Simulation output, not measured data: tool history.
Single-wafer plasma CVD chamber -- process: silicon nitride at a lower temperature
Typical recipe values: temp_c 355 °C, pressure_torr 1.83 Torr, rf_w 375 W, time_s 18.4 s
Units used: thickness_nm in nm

run,hour,temp_c,pressure_torr,rf_w,time_s,"read-back reference wafer on the same gauge, thickness_nm",thickness_nm
1,0,346,1.83,375,18.4,22.817,24.385
2,19.3,346,1.83,375,18.4,22.787,24.302
3,45.4,346,1.83,375,18.4,22.812,24.124
4,75.7,355,1.83,320,18.4,22.78,21.002
5,157.5,355,1.83,320,18.4,22.821,20.755
6,181.2,355,1.83,320,18.4,22.833,20.472
7,196.7,355,1.83,375,18.4,22.806,24.252
# hour 201.4: gauge calibrated
8,230.8,355,1.83,375,18.4,22.772,24.23
9,249.9,355,1.83,375,18.4,22.739,24.095
10,285.1,355,1.83,375,18.4,22.811,23.99
11,300,355,1.83,375,18.4,22.845,23.981
12,314.7,355,1.83,375,18.4,22.819,24.242
13,333.2,355,1.83,375,18.4,22.825,23.928
# hour 358.9: thermocouple changed; heater temperature recalibrated
# hour 368.7: RF generator calibrated
14,369.2,347,1.67,375,21.9,22.778,29.123
15,385.6,355,1.83,375,18.4,22.783,25.193
# hour 426: showerhead replaced
16,426.5,363,2.18,375,18.4,22.795,26.524
17,453.3,362,1.83,375,17.1,22.854,23.165
18,484,355,1.45,375,18.4,22.832,23.144
19,515.9,355,2.08,420,18.4,22.841,28.859
20,532.3,351,1.46,325,15.6,22.79,17.297
# hour 543: capacitance manometer re-zeroed and calibrated
21,544.5,355,1.83,375,17.1,22.851,23.299
22,558,355,1.83,420,18.4,22.825,27.544
23,591.7,355,1.83,375,18.4,22.804,25.077
24,617.6,346,1.83,375,18.4,22.785,25.088
25,644.7,355,1.83,375,22,22.768,29.798
26,676.3,355,1.83,375,18.4,22.868,25.103
27,705.1,355,1.83,375,19.5,22.824,26.379
28,731,363,2.27,355,20.7,22.788,28.458
29,750.6,348,1.83,340,15.1,22.8,18.788

Below are 4 alternative next runs, each starting from the tool's condition after run 29. Predict each:
A,751,366,1.83,375,18.4,?,?
B,751,355,1.48,415,16.9,?,?
C,751,349,2.16,355,15.2,?,?
D,751,363,1.4,375,18.4,?,?

run,"read-back reference wafer on the same gauge, thickness_nm",thickness_nm
A,22.81,24.53
B,22.81,22.848
C,22.81,20.506
D,22.81,22.178
What these runs would have given with no unlogged condition in the tool:
run,thickness_nm
A,25.129
B,23.369
C,21.006
D,22.719
